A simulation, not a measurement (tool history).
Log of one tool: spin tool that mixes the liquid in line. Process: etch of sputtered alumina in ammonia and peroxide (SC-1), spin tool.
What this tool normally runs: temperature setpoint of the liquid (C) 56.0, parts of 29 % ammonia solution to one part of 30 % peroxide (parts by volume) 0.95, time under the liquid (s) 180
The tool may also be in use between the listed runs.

| run | hour | temperature setpoint of the liquid (C) | parts of 29 % ammonia solution to one part of 30 % peroxide (parts by volume) | time under the liquid (s) | wafers since the last listed run | hours since the thermometer was replaced | hours since the ammonia flow meter was replaced | hours since the heated supply line was repaired | hours since the drum of ammonia solution was connected | hours since the gauge calibration | read-back film thickness of the sputtered alumina reference wafer, read on the same gauge (nm) | thickness taken off the sputtered alumina on a monitor wafer (nm) |
|---|---|---|---|---|---|---|---|---|---|---|---|---|
| 1 | 0.0 | 56.0 | 0.95 | 180 | 0 | 2268.8 | 324.8 | 2538.4 | 514.9 | 171.6 | 90.01 | 9.80 |
| 2 | 10.0 | 56.0 | 0.95 | 180 | 70 | 2278.8 | 334.8 | 2548.4 | 524.9 | 181.6 | 90.01 | 9.76 |
| 3 | 23.8 | 56.0 | 1.20 | 180 | 97 | 2292.6 | 348.6 | 2562.2 | 538.7 | 195.4 | 90.01 | 9.96 |
|  | 37.6 | gauge calibrated |
| 4 | 39.9 | 56.0 | 1.20 | 180 | 114 | 2308.7 | 364.7 | 2578.3 | 554.8 | 2.3 | 89.98 | 9.98 |
| 5 | 48.1 | 56.0 | 1.20 | 180 | 58 | 2316.9 | 372.9 | 2586.5 | 563.0 | 10.5 | 90.02 | 9.99 |
|  | 56.6 | ammonia flow meter replaced |
| 6 | 60.0 | 56.0 | 0.95 | 180 | 77 | 2328.8 | 3.4 | 2598.4 | 574.9 | 22.4 | 90.00 | 9.90 |
| 7 | 71.7 | 56.0 | 0.95 | 180 | 82 | 2340.5 | 15.1 | 2610.1 | 586.6 | 34.1 | 89.98 | 9.87 |
| 8 | 88.8 | 56.0 | 0.95 | 150 | 121 | 2357.6 | 32.2 | 2627.2 | 603.7 | 51.2 | 90.02 | 8.19 |
| 9 | 99.7 | 56.0 | 0.95 | 150 | 77 | 2368.5 | 43.1 | 2638.1 | 614.6 | 62.1 | 89.99 | 8.17 |
|  | 104.4 | thermometer replaced |
| 10 | 117.5 | 56.0 | 0.95 | 180 | 119 | 13.1 | 60.9 | 2655.9 | 632.4 | 79.9 | 89.96 | 8.83 |
| 11 | 124.1 | 56.0 | 0.95 | 180 | 46 | 19.7 | 67.5 | 2662.5 | 639.0 | 86.5 | 89.99 | 8.86 |
|  | 135.2 | heated supply line repaired |
| 12 | 140.9 | 58.5 | 0.95 | 180 | 112 | 36.5 | 84.3 | 5.7 | 655.8 | 103.3 | 89.99 | 10.09 |
| 13 | 155.5 | 59.0 | 0.95 | 270 | 103 | 51.1 | 98.9 | 20.3 | 670.4 | 117.9 | 90.03 | 15.59 |
| 14 | 164.5 | 48.0 | 0.50 | 80 | 63 | 60.1 | 107.9 | 29.3 | 679.4 | 126.9 | 89.99 | 2.44 |
| 15 | 175.0 | 52.5 | 0.60 | 105 | 74 | 70.6 | 118.4 | 39.8 | 689.9 | 137.4 | 90.04 | 4.14 |
|  | 181.0 | new drum of ammonia solution connected |
| 16 | 186.2 | 56.0 | 0.55 | 130 | 72 | 81.8 | 129.6 | 51.0 | 5.2 | 148.6 | 90.04 | 6.09 |
| 17 | 196.8 | 56.0 | 1.10 | 180 | 75 | 92.4 | 140.2 | 61.6 | 15.8 | 159.2 | 89.99 | 9.11 |
| 18 | 204.2 | 56.0 | 0.95 | 95 | 52 | 99.8 | 147.6 | 69.0 | 23.2 | 166.6 | 90.03 | 4.70 |
| 19 | 220.6 | 60.0 | 0.60 | 145 | 116 | 116.2 | 164.0 | 85.4 | 39.6 | 183.0 | 90.04 | 8.47 |
| 20 | 228.7 | 52.0 | 0.95 | 265 | 57 | 124.3 | 172.1 | 93.5 | 47.7 | 191.1 | 90.02 | 10.61 |
| 21 | 237.9 | 61.0 | 1.20 | 285 | 65 | 133.5 | 181.3 | 102.7 | 56.9 | 200.3 | 90.02 | 18.67 |
| 22 | 246.4 | 51.0 | 1.20 | 115 | 60 | 142.0 | 189.8 | 111.2 | 65.4 | 208.8 | 90.02 | 4.49 |
| 23 | 257.0 | 56.0 | 0.95 | 180 | 75 | 152.6 | 200.4 | 121.8 | 76.0 | 219.4 | 89.98 | 8.91 |
|  | 259.8 | gauge calibrated |
| 24 | 265.9 | 56.0 | 0.95 | 130 | 63 | 161.5 | 209.3 | 130.7 | 84.9 | 6.1 | 89.97 | 6.46 |

Predict each of these 5 candidate next runs independently; none follows another, all start after run 24:
| A | 266.4 | 46.0 | 0.95 | 180 | 3 | 162.0 | 209.8 | 131.2 | 85.4 | 6.6 | ? | ? |
| B | 266.4 | 60.5 | 0.50 | 145 | 3 | 162.0 | 209.8 | 131.2 | 85.4 | 6.6 | ? | ? |
| C | 266.4 | 50.5 | 1.05 | 125 | 3 | 162.0 | 209.8 | 131.2 | 85.4 | 6.6 | ? | ? |
| D | 266.4 | 65.0 | 1.10 | 180 | 3 | 162.0 | 209.8 | 131.2 | 85.4 | 6.6 | ? | ? |
| E | 266.4 | 56.0 | 0.95 | 210 | 3 | 162.0 | 209.8 | 131.2 | 85.4 | 6.6 | ? | ? |

| run | read-back film thickness of the sputtered alumina reference wafer, read on the same gauge (nm) | thickness taken off the sputtered alumina on a monitor wafer (nm) |
|---|---|---|
| A | 90.01 | 5.21 |
| B | 90.01 | 8.58 |
| C | 90.01 | 4.69 |
| D | 90.01 | 14.38 |
| E | 90.01 | 10.46 |
Without the tool's hidden state the same runs would have given:
| run | thickness taken off the sputtered alumina on a monitor wafer (nm) |
|---|---|
| A | 5.00 |
| B | 8.27 |
| C | 4.50 |
| D | 13.88 |
| E | 10.07 |
